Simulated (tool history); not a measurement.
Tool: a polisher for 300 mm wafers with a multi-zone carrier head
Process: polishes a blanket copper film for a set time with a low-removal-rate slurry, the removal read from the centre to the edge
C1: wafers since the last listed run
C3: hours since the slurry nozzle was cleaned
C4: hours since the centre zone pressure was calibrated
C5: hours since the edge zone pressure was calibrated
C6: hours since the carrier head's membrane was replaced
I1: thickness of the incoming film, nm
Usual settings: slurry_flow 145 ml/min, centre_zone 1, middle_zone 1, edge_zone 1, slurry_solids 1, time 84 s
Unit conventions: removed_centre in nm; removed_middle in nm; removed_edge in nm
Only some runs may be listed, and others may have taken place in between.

run 1 hour=0 | slurry_flow=145 centre_zone=1.04 middle_zone=1 edge_zone=1 slurry_solids=1 time=84 | C1=0 wafers_polished_on_this_pad=400 C3=62.7 C4=790.9 C5=489.8 C6=979.7 | I1=1114.8 | removed_centre=222.5 removed_middle=198.2 removed_edge=199.7
run 2 hour=31.4 | slurry_flow=145 centre_zone=1.04 middle_zone=1 edge_zone=1 slurry_solids=1 time=84 | C1=407 wafers_polished_on_this_pad=808 C3=94.1 C4=822.3 C5=521.2 C6=1011.1 | I1=1114.7 | removed_centre=227.1 removed_middle=201 removed_edge=200.7
run 3 hour=64.6 | slurry_flow=145 centre_zone=1 middle_zone=1 edge_zone=1 slurry_solids=1 time=74 | C1=431 wafers_polished_on_this_pad=1239 C3=127.3 C4=855.5 C5=554.4 C6=1044.3 | I1=1133 | removed_centre=189 removed_middle=176.9 removed_edge=176.2
run 4 hour=96.2 | slurry_flow=145 centre_zone=1 middle_zone=1 edge_zone=1 slurry_solids=1 time=74 | C1=410 wafers_polished_on_this_pad=1650 C3=158.9 C4=887.1 C5=586 C6=1075.9 | I1=1107.3 | removed_centre=190.9 removed_middle=175.6 removed_edge=177.1
-- hour=112.4 carrier head's membrane replaced by a new one
-- hour=122.2 slurry nozzle cleaned
run 5 hour=122.7 | slurry_flow=145 centre_zone=1 middle_zone=1 edge_zone=1 slurry_solids=1.25 time=84 | C1=266 wafers_polished_on_this_pad=1916 C3=0.5 C4=913.6 C5=612.5 C6=10.3 | I1=1118.9 | removed_centre=222.1 removed_middle=201.9 removed_edge=201.9
-- hour=145.9 worn pad replaced by a new one
run 6 hour=147.1 | slurry_flow=145 centre_zone=1 middle_zone=1 edge_zone=1 slurry_solids=1.25 time=84 | C1=265 wafers_polished_on_this_pad=15 C3=24.9 C4=938 C5=636.9 C6=34.7 | I1=1134.1 | removed_centre=222.7 removed_middle=202.5 removed_edge=204.7
-- hour=165.4 edge zone pressure recalibrated
run 7 hour=176 | slurry_flow=145 centre_zone=1 middle_zone=1 edge_zone=1 slurry_solids=1 time=84 | C1=349 wafers_polished_on_this_pad=365 C3=53.8 C4=966.9 C5=10.6 C6=63.6 | I1=1121.3 | removed_centre=220.6 removed_middle=195.6 removed_edge=202.3
run 8 hour=210 | slurry_flow=145 centre_zone=1 middle_zone=1 edge_zone=1 slurry_solids=1 time=84 | C1=441 wafers_polished_on_this_pad=806 C3=87.8 C4=1000.9 C5=44.6 C6=97.6 | I1=1112.6 | removed_centre=220.1 removed_middle=196.6 removed_edge=199.4
run 9 hour=227.7 | slurry_flow=115 centre_zone=1 middle_zone=1 edge_zone=1 slurry_solids=1 time=58 | C1=229 wafers_polished_on_this_pad=1036 C3=105.5 C4=1018.6 C5=62.3 C6=115.3 | I1=1138.7 | removed_centre=146.7 removed_middle=133.7 removed_edge=136.6
run 10 hour=251.8 | slurry_flow=145 centre_zone=1 middle_zone=1 edge_zone=1 slurry_solids=1 time=84 | C1=313 wafers_polished_on_this_pad=1349 C3=129.6 C4=1042.7 C5=86.4 C6=139.4 | I1=1124.3 | removed_centre=219.2 removed_middle=202.4 removed_edge=200.7
run 11 hour=266.8 | slurry_flow=145 centre_zone=1 middle_zone=1.09 edge_zone=1.1 slurry_solids=1 time=106 | C1=194 wafers_polished_on_this_pad=1544 C3=144.6 C4=1057.7 C5=101.4 C6=154.4 | I1=1122.3 | removed_centre=274.7 removed_middle=270.4 removed_edge=261.9
run 12 hour=290.9 | slurry_flow=145 centre_zone=1 middle_zone=1 edge_zone=1 slurry_solids=1 time=84 | C1=313 wafers_polished_on_this_pad=1857 C3=168.7 C4=1081.8 C5=125.5 C6=178.5 | I1=1121.3 | removed_centre=225.1 removed_middle=195.7 removed_edge=198.8
-- hour=310 worn pad replaced by a new one
-- hour=327.2 slurry nozzle cleaned
run 13 hour=347.7 | slurry_flow=145 centre_zone=1 middle_zone=1 edge_zone=1 slurry_solids=1 time=84 | C1=672 wafers_polished_on_this_pad=476 C3=20.5 C4=1138.6 C5=182.3 C6=235.3 | I1=1114.4 | removed_centre=228.3 removed_middle=197.4 removed_edge=201.8
run 14 hour=449.7 | slurry_flow=145 centre_zone=1 middle_zone=1 edge_zone=1 slurry_solids=1 time=96 | C1=1325 wafers_polished_on_this_pad=1801 C3=122.5 C4=1240.6 C5=284.3 C6=337.3 | I1=1142.3 | removed_centre=262.1 removed_middle=225.5 removed_edge=232.6
-- hour=482.9 centre zone pressure recalibrated
run 15 hour=483.2 | slurry_flow=185 centre_zone=1 middle_zone=0.95 edge_zone=1 slurry_solids=0.7 time=84 | C1=409 wafers_polished_on_this_pad=2210 C3=156 C4=0.3 C5=317.8 C6=370.8 | I1=1119.4 | removed_centre=196 removed_middle=188.1 removed_edge=196.8
-- hour=498.6 worn pad replaced by a new one
run 16 hour=516.6 | slurry_flow=145 centre_zone=1 middle_zone=1 edge_zone=1 slurry_solids=1 time=84 | C1=381 wafers_polished_on_this_pad=233 C3=189.4 C4=33.7 C5=351.2 C6=404.2 | I1=1130.9 | removed_centre=197.5 removed_middle=198.1 removed_edge=201.5
-- hour=522.7 slurry nozzle cleaned
run 17 hour=533.2 | slurry_flow=125 centre_zone=1 middle_zone=0.94 edge_zone=1.06 slurry_solids=0.75 time=84 | C1=202 wafers_polished_on_this_pad=436 C3=10.5 C4=50.3 C5=367.8 C6=420.8 | I1=1120.7 | removed_centre=189.9 removed_middle=179.6 removed_edge=194.3
run 18 hour=553.4 | slurry_flow=145 centre_zone=1 middle_zone=0.91 edge_zone=0.91 slurry_solids=1.1 time=74 | C1=262 wafers_polished_on_this_pad=698 C3=30.7 C4=70.5 C5=388 C6=441 | I1=1129.6 | removed_centre=173 removed_middle=164 removed_edge=178.2
run 19 hour=637.9 | slurry_flow=145 centre_zone=1 middle_zone=1 edge_zone=1 slurry_solids=1 time=84 | C1=1097 wafers_polished_on_this_pad=1796 C3=115.2 C4=155 C5=472.5 C6=525.5 | I1=1132.8 | removed_centre=196.1 removed_middle=199.9 removed_edge=199.8
-- hour=661.4 worn pad replaced by a new one
run 20 hour=666.3 | slurry_flow=185 centre_zone=0.91 middle_zone=0.93 edge_zone=1 slurry_solids=0.75 time=84 | C1=316 wafers_polished_on_this_pad=63 C3=143.6 C4=183.4 C5=500.9 C6=553.9 | I1=1107 | removed_centre=178.5 removed_middle=186.6 removed_edge=197

Run 21 is up next; what results do you expect?
run 21 hour=697.6 | slurry_flow=105 centre_zone=1.04 middle_zone=1 edge_zone=1.04 slurry_solids=1 time=56 | C1=406 wafers_polished_on_this_pad=470 C3=174.9 C4=214.7 C5=532.2 C6=585.2 | I1=1128.6 | removed_centre=? removed_middle=? removed_edge=?

{"run 21": {"removed_centre": 131, "removed_middle": 128.3, "removed_edge": 131.1}}
With no hidden state in the tool, this same run would have given removed_centre 131.7 nm, removed_middle 128.3 nm, removed_edge 131.1 nm.
